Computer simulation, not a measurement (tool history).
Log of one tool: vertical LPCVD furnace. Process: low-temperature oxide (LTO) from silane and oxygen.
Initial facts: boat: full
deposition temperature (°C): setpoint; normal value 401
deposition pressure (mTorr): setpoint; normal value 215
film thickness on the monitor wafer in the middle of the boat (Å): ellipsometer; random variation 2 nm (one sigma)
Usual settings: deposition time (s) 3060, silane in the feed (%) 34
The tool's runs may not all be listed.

| run | hour | deposition temperature (°C) | deposition pressure (mTorr) | deposition time (s) | silane in the feed (%) | read-back reference wafer on the same gauge, thickness | film thickness on the monitor wafer in the middle of the boat (Å) |
|---|---|---|---|---|---|---|---|
| 1 | 0 | 401 | 215 | 3060 | 34 | 420.97 | 3973.4 |
| 2 | 35.3 | 401 | 215 | 3060 | 34 | 420.97 | 3973.2 |
| 3 | 62.2 | 401 | 215 | 3600 | 34 | 421 | 4646.6 |
| 4 | 94.2 | 401 | 215 | 3600 | 34 | 421.02 | 4683.9 |
| 5 | 119.1 | 401 | 215 | 3600 | 34 | 421.77 | 4651 |
| 6 | 135.5 | 401 | 215 | 3060 | 30 | 421.05 | 3298.5 |
| 7 | 190.5 | 401 | 215 | 3060 | 30 | 420.74 | 3312.6 |
| 8 | 194.3 | 394 | 215 | 3390 | 34 | 421.91 | 4063.2 |
| 9 | 206.5 | 401 | 240 | 3060 | 36 | 421.57 | 4731.1 |
| 10 | 225.7 | 401 | 215 | 2160 | 27 | 421.56 | 1990.4 |
| 11 | 244.8 | 401 | 215 | 3060 | 34 | 420.79 | 3973.2 |
| 12 | 277 | 405 | 175 | 2370 | 37 | 420.76 | 2909.3 |
| 13 | 294.6 | 401 | 215 | 3060 | 34 | 420.95 | 3920.6 |
| 14 | 342.3 | 401 | 215 | 3060 | 34 | 420.75 | 3968.8 |
| 15 | 346.1 | 401 | 245 | 3060 | 38 | 421.9 | 5223.9 |
| 16 | 378.7 | 401 | 215 | 3900 | 34 | 421.24 | 5062.1 |
| 17 | 407.7 | 408 | 185 | 3930 | 30 | 421.59 | 4026.4 |
| 18 | 420.1 | 401 | 215 | 3060 | 34 | 422.27 | 3972.3 |
| 19 | 433.8 | 392 | 260 | 3990 | 37 | 421.13 | 6324.7 |
| 20 | 460.5 | 401 | 240 | 3060 | 36 | 420.67 | 4769.9 |
| 21 | 489.2 | 401 | 215 | 2280 | 34 | 420.96 | 2938.2 |
| 22 | 512.2 | 401 | 185 | 3060 | 39 | 420.71 | 4073.4 |
| 23 | 538 | 401 | 215 | 3060 | 34 | 420.68 | 3935.3 |
| 24 | 573.3 | 401 | 200 | 3900 | 34 | 421.41 | 4692.7 |
| 25 | 602.3 | 401 | 190 | 3060 | 32 | 421.26 | 3176.8 |
| 26 | 626.7 | 409 | 215 | 2490 | 28 | 420.71 | 2667 |
| 27 | 650.5 | 408 | 165 | 2190 | 34 | 420.6 | 2346.6 |
| 28 | 669.7 | 401 | 215 | 3060 | 34 | 421.82 | 3945.3 |
| 29 | 690.7 | 401 | 195 | 3060 | 34 | 421.27 | 3611.7 |
| 30 | 707.8 | 411 | 215 | 2520 | 34 | 420.93 | 3683.1 |

Between the runs listed above, the log contained 4 entries, not reproduced here. Where in the sequence does each belong, and how does what the log doesn't record of the tool's condition differ from the listed run before to the listed run after?
After run 4, before run 5: gauge calibrated (hour 100.9)
  no difference in the tool's unlogged condition between these two runs
After run 6, before run 7: silane flow controller replaced (hour 190)
  no difference in the tool's unlogged condition between these two runs
After run 13, before run 14: pressure gauge zeroed (hour 327.2); thermocouples replaced and temperature profile calibrated (hour 341.8)
  no difference in the tool's unlogged condition between these two runs
